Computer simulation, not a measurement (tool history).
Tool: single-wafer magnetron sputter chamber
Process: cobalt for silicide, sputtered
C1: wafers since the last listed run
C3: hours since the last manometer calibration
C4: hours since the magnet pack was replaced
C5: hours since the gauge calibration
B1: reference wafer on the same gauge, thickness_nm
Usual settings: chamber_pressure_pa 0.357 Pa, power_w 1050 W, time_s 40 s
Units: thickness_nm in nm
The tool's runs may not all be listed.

{"run": 1, "hour": 0.0, "chamber_pressure_pa": 0.464, "power_w": 1050, "time_s": 40, "C1": 0, "wafers on the sputter target": 9043, "C3": 2135, "C4": 7162.5, "C5": 1323.7, "B1": 25.588, "thickness_nm": 21.151}
{"hour": 21.7, "done": "sputter target and shields replaced"}
{"run": 2, "hour": 34.4, "chamber_pressure_pa": 0.357, "power_w": 950, "time_s": 42.6, "C1": 709, "wafers on the sputter target": 341, "C3": 2169.4, "C4": 7196.9, "C5": 1358.1, "B1": 25.599, "thickness_nm": 21.236}
{"run": 3, "hour": 64.4, "chamber_pressure_pa": 0.357, "power_w": 950, "time_s": 42.6, "C1": 805, "wafers on the sputter target": 1147, "C3": 2199.4, "C4": 7226.9, "C5": 1388.1, "B1": 25.59, "thickness_nm": 21.232}
{"run": 4, "hour": 107.2, "chamber_pressure_pa": 0.357, "power_w": 1050, "time_s": 40, "C1": 1149, "wafers on the sputter target": 2297, "C3": 2242.2, "C4": 7269.7, "C5": 1430.9, "B1": 25.627, "thickness_nm": 22.178}
{"run": 5, "hour": 155.1, "chamber_pressure_pa": 0.357, "power_w": 1050, "time_s": 40, "C1": 1286, "wafers on the sputter target": 3584, "C3": 2290.1, "C4": 7317.6, "C5": 1478.8, "B1": 25.572, "thickness_nm": 22.02}
{"run": 6, "hour": 247.3, "chamber_pressure_pa": 0.357, "power_w": 1050, "time_s": 40, "C1": 2477, "wafers on the sputter target": 6061, "C3": 2382.3, "C4": 7409.8, "C5": 1571, "B1": 25.565, "thickness_nm": 21.991}
{"run": 7, "hour": 294.6, "chamber_pressure_pa": 0.357, "power_w": 1050, "time_s": 40, "C1": 1270, "wafers on the sputter target": 7332, "C3": 2429.6, "C4": 7457.1, "C5": 1618.3, "B1": 25.59, "thickness_nm": 22.081}
{"run": 8, "hour": 333.4, "chamber_pressure_pa": 0.357, "power_w": 1050, "time_s": 40, "C1": 1042, "wafers on the sputter target": 8374, "C3": 2468.4, "C4": 7495.9, "C5": 1657.1, "B1": 25.645, "thickness_nm": 21.933}
{"run": 9, "hour": 397.8, "chamber_pressure_pa": 0.357, "power_w": 1050, "time_s": 40, "C1": 1730, "wafers on the sputter target": 10104, "C3": 2532.8, "C4": 7560.3, "C5": 1721.5, "B1": 25.581, "thickness_nm": 21.944}
{"run": 10, "hour": 433.7, "chamber_pressure_pa": 0.357, "power_w": 1050, "time_s": 40, "C1": 964, "wafers on the sputter target": 11069, "C3": 2568.7, "C4": 7596.2, "C5": 1757.4, "B1": 25.619, "thickness_nm": 22.006}
{"hour": 468.1, "done": "sputter target and shields replaced"}
{"run": 11, "hour": 501.1, "chamber_pressure_pa": 0.302, "power_w": 1050, "time_s": 40, "C1": 1595, "wafers on the sputter target": 885, "C3": 2636.1, "C4": 7663.6, "C5": 1824.8, "B1": 25.603, "thickness_nm": 22.504}
{"hour": 535.6, "done": "magnet pack replaced, of another model than before"}
{"run": 12, "hour": 560.3, "chamber_pressure_pa": 0.302, "power_w": 1050, "time_s": 40, "C1": 1375, "wafers on the sputter target": 2261, "C3": 2695.3, "C4": 24.7, "C5": 1884, "B1": 25.562, "thickness_nm": 22.955}
{"run": 13, "hour": 627.7, "chamber_pressure_pa": 0.391, "power_w": 1050, "time_s": 40, "C1": 1810, "wafers on the sputter target": 4072, "C3": 2762.7, "C4": 92.1, "C5": 1951.4, "B1": 25.616, "thickness_nm": 21.983}
{"hour": 673.7, "done": "capacitance manometer re-zeroed and calibrated"}
{"run": 14, "hour": 689.9, "chamber_pressure_pa": 0.357, "power_w": 1050, "time_s": 40, "C1": 1456, "wafers on the sputter target": 5528, "C3": 16.2, "C4": 154.3, "C5": 2013.6, "B1": 25.599, "thickness_nm": 21.482}
{"hour": 700.9, "done": "gauge calibrated"}
{"run": 15, "hour": 736.3, "chamber_pressure_pa": 0.357, "power_w": 1050, "time_s": 40, "C1": 1246, "wafers on the sputter target": 6774, "C3": 62.6, "C4": 200.7, "C5": 35.4, "B1": 25.6, "thickness_nm": 21.438}
{"run": 16, "hour": 782.8, "chamber_pressure_pa": 0.357, "power_w": 1050, "time_s": 40, "C1": 1249, "wafers on the sputter target": 8024, "C3": 109.1, "C4": 247.2, "C5": 81.9, "B1": 25.554, "thickness_nm": 21.516}
{"run": 17, "hour": 826.3, "chamber_pressure_pa": 0.485, "power_w": 1250, "time_s": 43.1, "C1": 1168, "wafers on the sputter target": 9192, "C3": 152.6, "C4": 290.7, "C5": 125.4, "B1": 25.625, "thickness_nm": 25.038}
{"hour": 843.8, "done": "sputter target and shields replaced"}
{"run": 18, "hour": 878.4, "chamber_pressure_pa": 0.233, "power_w": 900, "time_s": 33.9, "C1": 1184, "wafers on the sputter target": 930, "C3": 204.7, "C4": 342.8, "C5": 177.5, "B1": 25.572, "thickness_nm": 17.248}
{"run": 19, "hour": 1090.8, "chamber_pressure_pa": 0.308, "power_w": 1050, "time_s": 40, "C1": 5706, "wafers on the sputter target": 6636, "C3": 417.1, "C4": 555.2, "C5": 389.9, "B1": 25.547, "thickness_nm": 22.547}
{"run": 20, "hour": 1149.0, "chamber_pressure_pa": 0.496, "power_w": 1050, "time_s": 40, "C1": 1563, "wafers on the sputter target": 8200, "C3": 475.3, "C4": 613.4, "C5": 448.1, "B1": 25.622, "thickness_nm": 19.877}
{"run": 21, "hour": 1218.2, "chamber_pressure_pa": 0.497, "power_w": 800, "time_s": 40, "C1": 1859, "wafers on the sputter target": 10059, "C3": 544.5, "C4": 682.6, "C5": 517.3, "B1": 25.583, "thickness_nm": 15.138}
{"run": 22, "hour": 1248.1, "chamber_pressure_pa": 0.394, "power_w": 1050, "time_s": 44.1, "C1": 803, "wafers on the sputter target": 10862, "C3": 574.4, "C4": 712.5, "C5": 547.2, "B1": 25.599, "thickness_nm": 23.513}
{"hour": 1296.2, "done": "sputter target and shields replaced"}
{"run": 23, "hour": 1314.7, "chamber_pressure_pa": 0.217, "power_w": 1050, "time_s": 40, "C1": 1574, "wafers on the sputter target": 497, "C3": 641, "C4": 779.1, "C5": 613.8, "B1": 25.58, "thickness_nm": 24.134}
{"run": 24, "hour": 1356.0, "chamber_pressure_pa": 0.357, "power_w": 1050, "time_s": 40, "C1": 1109, "wafers on the sputter target": 1607, "C3": 682.3, "C4": 820.4, "C5": 655.1, "B1": 25.589, "thickness_nm": 21.847}
{"run": 25, "hour": 1396.0, "chamber_pressure_pa": 0.357, "power_w": 1050, "time_s": 40, "C1": 1074, "wafers on the sputter target": 2681, "C3": 722.3, "C4": 860.4, "C5": 695.1, "B1": 25.555, "thickness_nm": 22.055}
{"run": 26, "hour": 1452.6, "chamber_pressure_pa": 0.357, "power_w": 1000, "time_s": 40, "C1": 1520, "wafers on the sputter target": 4202, "C3": 778.9, "C4": 917, "C5": 751.7, "B1": 25.606, "thickness_nm": 20.836}
{"run": 27, "hour": 1497.2, "chamber_pressure_pa": 0.357, "power_w": 900, "time_s": 33.7, "C1": 1198, "wafers on the sputter target": 5400, "C3": 823.5, "C4": 961.6, "C5": 796.3, "B1": 25.645, "thickness_nm": 15.859}
{"run": 28, "hour": 1532.7, "chamber_pressure_pa": 0.291, "power_w": 900, "time_s": 40, "C1": 953, "wafers on the sputter target": 6354, "C3": 859, "C4": 997.1, "C5": 831.8, "B1": 25.586, "thickness_nm": 19.592}
{"run": 29, "hour": 1570.7, "chamber_pressure_pa": 0.285, "power_w": 1150, "time_s": 32.5, "C1": 1020, "wafers on the sputter target": 7375, "C3": 897, "C4": 1035.1, "C5": 869.8, "B1": 25.574, "thickness_nm": 20.206}
{"run": 30, "hour": 1595.3, "chamber_pressure_pa": 0.357, "power_w": 950, "time_s": 40, "C1": 660, "wafers on the sputter target": 8036, "C3": 921.6, "C4": 1059.7, "C5": 894.4, "B1": 25.629, "thickness_nm": 19.878}
{"run": 31, "hour": 1648.6, "chamber_pressure_pa": 0.357, "power_w": 1050, "time_s": 40, "C1": 1431, "wafers on the sputter target": 9468, "C3": 974.9, "C4": 1113, "C5": 947.7, "B1": 25.597, "thickness_nm": 21.916}
{"hour": 1681.9, "done": "sputter target and shields replaced"}
{"run": 32, "hour": 1689.8, "chamber_pressure_pa": 0.357, "power_w": 1150, "time_s": 45.6, "C1": 891, "wafers on the sputter target": 213, "C3": 1016.1, "C4": 1154.2, "C5": 988.9, "B1": 25.632, "thickness_nm": 27.528}
{"run": 33, "hour": 1725.7, "chamber_pressure_pa": 0.357, "power_w": 1250, "time_s": 35.6, "C1": 964, "wafers on the sputter target": 1177, "C3": 1052, "C4": 1190.1, "C5": 1024.8, "B1": 25.586, "thickness_nm": 23.526}
{"run": 34, "hour": 1797.4, "chamber_pressure_pa": 0.357, "power_w": 900, "time_s": 35.5, "C1": 1926, "wafers on the sputter target": 3103, "C3": 1123.7, "C4": 1261.8, "C5": 1096.5, "B1": 25.603, "thickness_nm": 16.737}
{"run": 35, "hour": 1864.0, "chamber_pressure_pa": 0.357, "power_w": 1050, "time_s": 40, "C1": 1789, "wafers on the sputter target": 4893, "C3": 1190.3, "C4": 1328.4, "C5": 1163.1, "B1": 25.632, "thickness_nm": 22.022}

Hidden state at the last listed run before each entry between runs and at the first one after, where it differs:
Between runs 1 and 2: sputter target and shields replaced (hour 21.7)
  no hidden state differs between the two runs
  measured less the result without the state, thickness_nm: +0.792 -> +0.555 nm
Between runs 10 and 11: sputter target and shields replaced (hour 468.1)
  true argon pressure above the setpoint (%): -15.6 -> -15.7
  measured less the result without the state, thickness_nm: +0.597 -> +0.47 nm
Between runs 11 and 12: magnet pack replaced, of another model than before (hour 535.6)
  no hidden state differs between the two runs
  measured less the result without the state, thickness_nm: +0.47 -> +0.624 nm
Between runs 13 and 14: capacitance manometer re-zeroed and calibrated (hour 673.7)
  true argon pressure above the setpoint (%): -15.8 -> 0.495
  measured less the result without the state, thickness_nm: +1.171 -> -0.03 nm
Between runs 14 and 15: gauge calibrated (hour 700.9)
  true argon pressure above the setpoint (%): 0.495 -> -0.219
  measured less the result without the state, thickness_nm: -0.03 -> +0.013 nm
Between runs 17 and 18: sputter target and shields replaced (hour 843.8)
  true argon pressure above the setpoint (%): -1.51 -> -2.21
  measured less the result without the state, thickness_nm: +0.194 -> +0.014 nm
Between runs 22 and 23: sputter target and shields replaced (hour 1296.2)
  true argon pressure above the setpoint (%): -6.22 -> -6.8
  measured less the result without the state, thickness_nm: +0.506 -> +0.008 nm
Between runs 31 and 32: sputter target and shields replaced (hour 1681.9)
  true argon pressure above the setpoint (%): -9.17 -> -9.41
  measured less the result without the state, thickness_nm: +0.556 -> +0.717 nm

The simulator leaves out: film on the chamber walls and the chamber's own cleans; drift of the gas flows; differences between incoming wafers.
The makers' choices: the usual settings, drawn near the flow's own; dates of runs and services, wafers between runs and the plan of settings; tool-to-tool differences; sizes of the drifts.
